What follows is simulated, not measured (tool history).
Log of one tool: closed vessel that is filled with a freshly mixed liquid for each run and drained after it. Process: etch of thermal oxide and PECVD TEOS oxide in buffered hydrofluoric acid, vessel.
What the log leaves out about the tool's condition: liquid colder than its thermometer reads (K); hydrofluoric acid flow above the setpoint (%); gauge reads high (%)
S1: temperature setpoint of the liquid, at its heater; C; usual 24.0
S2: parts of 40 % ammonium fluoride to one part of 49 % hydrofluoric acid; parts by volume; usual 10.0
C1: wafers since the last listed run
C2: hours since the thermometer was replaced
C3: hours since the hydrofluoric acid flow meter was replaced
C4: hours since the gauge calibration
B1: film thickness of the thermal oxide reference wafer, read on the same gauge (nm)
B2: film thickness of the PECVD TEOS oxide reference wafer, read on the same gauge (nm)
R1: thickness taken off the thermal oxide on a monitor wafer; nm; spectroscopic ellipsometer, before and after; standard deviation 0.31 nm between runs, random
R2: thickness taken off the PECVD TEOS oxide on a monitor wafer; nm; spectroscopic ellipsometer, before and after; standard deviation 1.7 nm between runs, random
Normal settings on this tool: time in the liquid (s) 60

run 1 day=0.000 | S1=24.0 S2=10.0 time_in_the_liquid_(s)=60 | C1=0 C2=420.0 C3=1805.0 C4=637.1 | B1=129.97 B2=39.98 | R1=66.05 R2=174.25
run 2 day=0.558 | S1=24.0 S2=10.0 time_in_the_liquid_(s)=35 | C1=1941 C2=433.4 C3=1818.4 C4=650.5 | B1=129.97 B2=40.05 | R1=38.33 R2=101.74
run 3 day=1.700 | S1=24.0 S2=10.0 time_in_the_liquid_(s)=35 | C1=3969 C2=460.8 C3=1845.8 C4=677.9 | B1=129.95 B2=39.95 | R1=37.91 R2=101.94
run 4 day=2.008 | S1=24.0 S2=10.0 time_in_the_liquid_(s)=60 | C1=1072 C2=468.2 C3=1853.2 C4=685.3 | B1=129.98 B2=39.98 | R1=65.55 R2=175.33
run 5 day=2.533 | S1=24.0 S2=10.0 time_in_the_liquid_(s)=60 | C1=1825 C2=480.8 C3=1865.8 C4=697.9 | B1=129.97 B2=39.99 | R1=65.22 R2=175.06
-- day=2.712 gauge calibrated
run 6 day=2.900 | S1=21.5 S2=14.0 time_in_the_liquid_(s)=45 | C1=1274 C2=489.6 C3=1874.6 C4=4.5 | B1=130.03 B2=39.97 | R1=31.67 R2=85.56
-- day=3.362 hydrofluoric acid flow meter replaced
run 7 day=4.258 | S1=24.0 S2=6.5 time_in_the_liquid_(s)=75 | C1=4578 C2=522.2 C3=21.5 C4=37.1 | B1=129.97 B2=40.02 | R1=113.53 R2=302.13
run 8 day=4.654 | S1=24.0 S2=10.0 time_in_the_liquid_(s)=90 | C1=1376 C2=531.7 C3=31.0 C4=46.6 | B1=129.99 B2=39.95 | R1=90.89 R2=243.28
run 9 day=5.267 | S1=24.0 S2=10.0 time_in_the_liquid_(s)=60 | C1=2129 C2=546.4 C3=45.7 C4=61.3 | B1=129.96 B2=40.04 | R1=60.49 R2=163.34
run 10 day=5.842 | S1=20.0 S2=8.0 time_in_the_liquid_(s)=85 | C1=1999 C2=560.2 C3=59.5 C4=75.1 | B1=129.98 B2=39.99 | R1=83.97 R2=224.25
run 11 day=6.500 | S1=24.0 S2=10.0 time_in_the_liquid_(s)=80 | C1=2289 C2=576.0 C3=75.3 C4=90.9 | B1=130.00 B2=40.00 | R1=80.46 R2=212.51
run 12 day=6.779 | S1=24.0 S2=10.0 time_in_the_liquid_(s)=60 | C1=970 C2=582.7 C3=82.0 C4=97.6 | B1=130.02 B2=39.98 | R1=60.18 R2=159.49
run 13 day=7.196 | S1=27.0 S2=8.5 time_in_the_liquid_(s)=35 | C1=1448 C2=592.7 C3=92.0 C4=107.6 | B1=129.99 B2=40.04 | R1=47.03 R2=127.14
run 14 day=7.975 | S1=24.0 S2=10.0 time_in_the_liquid_(s)=60 | C1=2709 C2=611.4 C3=110.7 C4=126.3 | B1=130.01 B2=40.03 | R1=60.00 R2=163.42
-- day=8.525 thermometer replaced
run 15 day=8.538 | S1=19.0 S2=7.5 time_in_the_liquid_(s)=85 | C1=1810 C2=0.3 C3=124.2 C4=139.8 | B1=129.98 B2=40.02 | R1=89.30 R2=240.50
run 16 day=9.208 | S1=22.0 S2=10.0 time_in_the_liquid_(s)=60 | C1=2332 C2=16.4 C3=140.3 C4=155.9 | B1=130.01 B2=40.00 | R1=57.16 R2=151.74
run 17 day=9.675 | S1=28.5 S2=13.5 time_in_the_liquid_(s)=60 | C1=1622 C2=27.6 C3=151.5 C4=167.1 | B1=130.01 B2=40.02 | R1=60.59 R2=162.51
run 18 day=10.362 | S1=24.0 S2=12.0 time_in_the_liquid_(s)=45 | C1=2390 C2=44.1 C3=168.0 C4=183.6 | B1=129.99 B2=39.99 | R1=40.33 R2=106.95
run 19 day=10.792 | S1=20.0 S2=12.0 time_in_the_liquid_(s)=60 | C1=1492 C2=54.4 C3=178.3 C4=193.9 | B1=129.99 B2=40.00 | R1=42.73 R2=113.71
run 20 day=11.367 | S1=21.5 S2=10.0 time_in_the_liquid_(s)=45 | C1=1999 C2=68.2 C3=192.1 C4=207.7 | B1=129.99 B2=40.01 | R1=41.86 R2=112.64
run 21 day=11.938 | S1=24.0 S2=10.0 time_in_the_liquid_(s)=80 | C1=1984 C2=81.9 C3=205.8 C4=221.4 | B1=130.02 B2=40.01 | R1=84.42 R2=224.54
run 22 day=12.292 | S1=24.0 S2=10.0 time_in_the_liquid_(s)=60 | C1=1231 C2=90.4 C3=214.3 C4=229.9 | B1=130.04 B2=40.00 | R1=62.89 R2=172.48
run 23 day=13.012 | S1=24.0 S2=10.0 time_in_the_liquid_(s)=60 | C1=2506 C2=107.7 C3=231.6 C4=247.2 | B1=130.01 B2=40.01 | R1=62.94 R2=170.83
run 24 day=13.362 | S1=24.0 S2=10.0 time_in_the_liquid_(s)=60 | C1=1216 C2=116.1 C3=240.0 C4=255.6 | B1=130.02 B2=39.99 | R1=62.90 R2=169.33
run 25 day=13.646 | S1=24.0 S2=9.0 time_in_the_liquid_(s)=60 | C1=985 C2=122.9 C3=246.8 C4=262.4 | B1=129.97 B2=40.05 | R1=68.70 R2=183.29
run 26 day=14.325 | S1=20.5 S2=9.0 time_in_the_liquid_(s)=50 | C1=2361 C2=139.2 C3=263.1 C4=278.7 | B1=129.99 B2=39.99 | R1=46.48 R2=123.28
run 27 day=14.921 | S1=27.0 S2=8.0 time_in_the_liquid_(s)=60 | C1=2071 C2=153.5 C3=277.4 C4=293.0 | B1=129.99 B2=39.97 | R1=91.01 R2=240.91

How the hidden state differs across the entries between the runs, from the last listed run before each to the first after it:
From run 5 to run 6: gauge calibrated (day 2.712)
  liquid colder than its thermometer reads (K): 0.91 -> 0.926
  measured minus no-state result, R1: +1.86 -> +1.94 nm; R2: +4.99 -> +5.24 nm
From run 6 to run 7: hydrofluoric acid flow meter replaced (day 3.362)
  liquid colder than its thermometer reads (K): 0.926 -> 0.986; hydrofluoric acid flow above the setpoint (%): 12.4 -> 1.21
  measured minus no-state result, R1: +1.94 -> -5.06 nm; R2: +5.24 -> -13.46 nm
From run 14 to run 15: thermometer replaced (day 8.525)
  liquid colder than its thermometer reads (K): 1.15 -> 0.126; hydrofluoric acid flow above the setpoint (%): 1.76 -> 1.84
  measured minus no-state result, R1: -3.20 -> +1.10 nm; R2: -8.71 -> +2.97 nm

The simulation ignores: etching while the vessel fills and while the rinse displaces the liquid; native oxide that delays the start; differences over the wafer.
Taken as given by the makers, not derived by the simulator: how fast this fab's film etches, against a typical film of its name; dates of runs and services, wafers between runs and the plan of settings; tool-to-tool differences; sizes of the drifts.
